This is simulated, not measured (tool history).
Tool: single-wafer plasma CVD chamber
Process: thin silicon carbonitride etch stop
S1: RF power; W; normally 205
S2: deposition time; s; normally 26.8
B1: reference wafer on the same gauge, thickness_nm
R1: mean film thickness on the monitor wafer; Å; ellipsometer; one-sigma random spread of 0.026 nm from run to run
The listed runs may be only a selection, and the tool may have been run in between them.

run 1 hour=0.0 | S1=205 S2=26.8 | B1=17.209 | R1=170.09
run 2 hour=60.2 | S1=205 S2=26.8 | B1=17.213 | R1=169.69
run 3 hour=85.5 | S1=205 S2=26.8 | B1=17.193 | R1=170.02
run 4 hour=130.5 | S1=205 S2=26.8 | B1=17.188 | R1=170.20
run 5 hour=173.9 | S1=205 S2=26.8 | B1=17.216 | R1=169.75
run 6 hour=219.4 | S1=205 S2=26.8 | B1=17.207 | R1=169.81
-- hour=222.3 gauge calibrated
run 7 hour=277.0 | S1=205 S2=26.8 | B1=17.196 | R1=169.95
run 8 hour=325.5 | S1=205 S2=26.8 | B1=17.185 | R1=170.17
run 9 hour=367.3 | S1=205 S2=26.8 | B1=17.194 | R1=169.89
run 10 hour=409.4 | S1=205 S2=24.7 | B1=17.205 | R1=156.49
run 11 hour=468.8 | S1=205 S2=24.7 | B1=17.196 | R1=156.31
run 12 hour=500.3 | S1=205 S2=24.7 | B1=17.199 | R1=156.35
run 13 hour=531.2 | S1=235 S2=26.8 | B1=17.191 | R1=176.06
run 14 hour=580.8 | S1=240 S2=26.8 | B1=17.199 | R1=176.81
run 15 hour=621.0 | S1=205 S2=26.8 | B1=17.197 | R1=169.67
-- hour=634.6 thermocouple changed; heater temperature recalibrated
run 16 hour=718.0 | S1=170 S2=23.3 | B1=17.205 | R1=140.15
-- hour=740.9 showerhead replaced
run 17 hour=746.4 | S1=175 S2=29.8 | B1=17.198 | R1=180.67
-- hour=786.6 RF generator calibrated
run 18 hour=806.3 | S1=235 S2=24.4 | B1=17.184 | R1=162.29
run 19 hour=830.4 | S1=205 S2=31.6 | B1=17.209 | R1=202.74
run 20 hour=897.2 | S1=205 S2=26.8 | B1=17.201 | R1=171.69
run 21 hour=933.9 | S1=230 S2=21.7 | B1=17.185 | R1=143.00
run 22 hour=972.9 | S1=190 S2=26.8 | B1=17.196 | R1=167.81
run 23 hour=1178.0 | S1=205 S2=28.4 | B1=17.187 | R1=181.06
run 24 hour=1227.3 | S1=235 S2=22.2 | B1=17.208 | R1=146.77
run 25 hour=1298.2 | S1=185 S2=22.0 | B1=17.204 | R1=136.16
run 26 hour=1325.8 | S1=230 S2=29.8 | B1=17.194 | R1=195.02
run 27 hour=1394.9 | S1=225 S2=29.8 | B1=17.189 | R1=194.04
run 28 hour=1441.5 | S1=205 S2=26.8 | B1=17.205 | R1=170.36
run 29 hour=1513.3 | S1=205 S2=26.8 | B1=17.195 | R1=170.10
run 30 hour=1582.5 | S1=230 S2=22.3 | B1=17.202 | R1=145.90
run 31 hour=1645.3 | S1=205 S2=26.8 | B1=17.192 | R1=170.25
run 32 hour=1675.4 | S1=205 S2=29.6 | B1=17.206 | R1=187.71
run 33 hour=1700.4 | S1=240 S2=22.5 | B1=17.196 | R1=149.19
run 34 hour=1734.7 | S1=205 S2=26.8 | B1=17.200 | R1=170.09

Consider 5 possible next runs. They are alternatives, not a sequence: every one starts from the tool as it was left by run 34. What does each give?
run A hour=1735.1 | S1=205 S2=26.8 | B1=? | R1=?
run B hour=1735.1 | S1=225 S2=21.7 | B1=? | R1=?
run C hour=1735.1 | S1=175 S2=26.8 | B1=? | R1=?
run D hour=1735.1 | S1=185 S2=26.8 | B1=? | R1=?
run E hour=1735.1 | S1=165 S2=23.7 | B1=? | R1=?

run=A B1=17.210 R1=170.14
run=B B1=17.210 R1=141.23
run=C B1=17.210 R1=163.21
run=D B1=17.210 R1=165.59
run=E B1=17.210 R1=142.14
Stripped of hidden state, with their random variation kept, the same runs would have yielded:
run=A R1=172.52
run=B R1=143.20
run=C R1=165.49
run=D R1=167.91
run=E R1=144.13

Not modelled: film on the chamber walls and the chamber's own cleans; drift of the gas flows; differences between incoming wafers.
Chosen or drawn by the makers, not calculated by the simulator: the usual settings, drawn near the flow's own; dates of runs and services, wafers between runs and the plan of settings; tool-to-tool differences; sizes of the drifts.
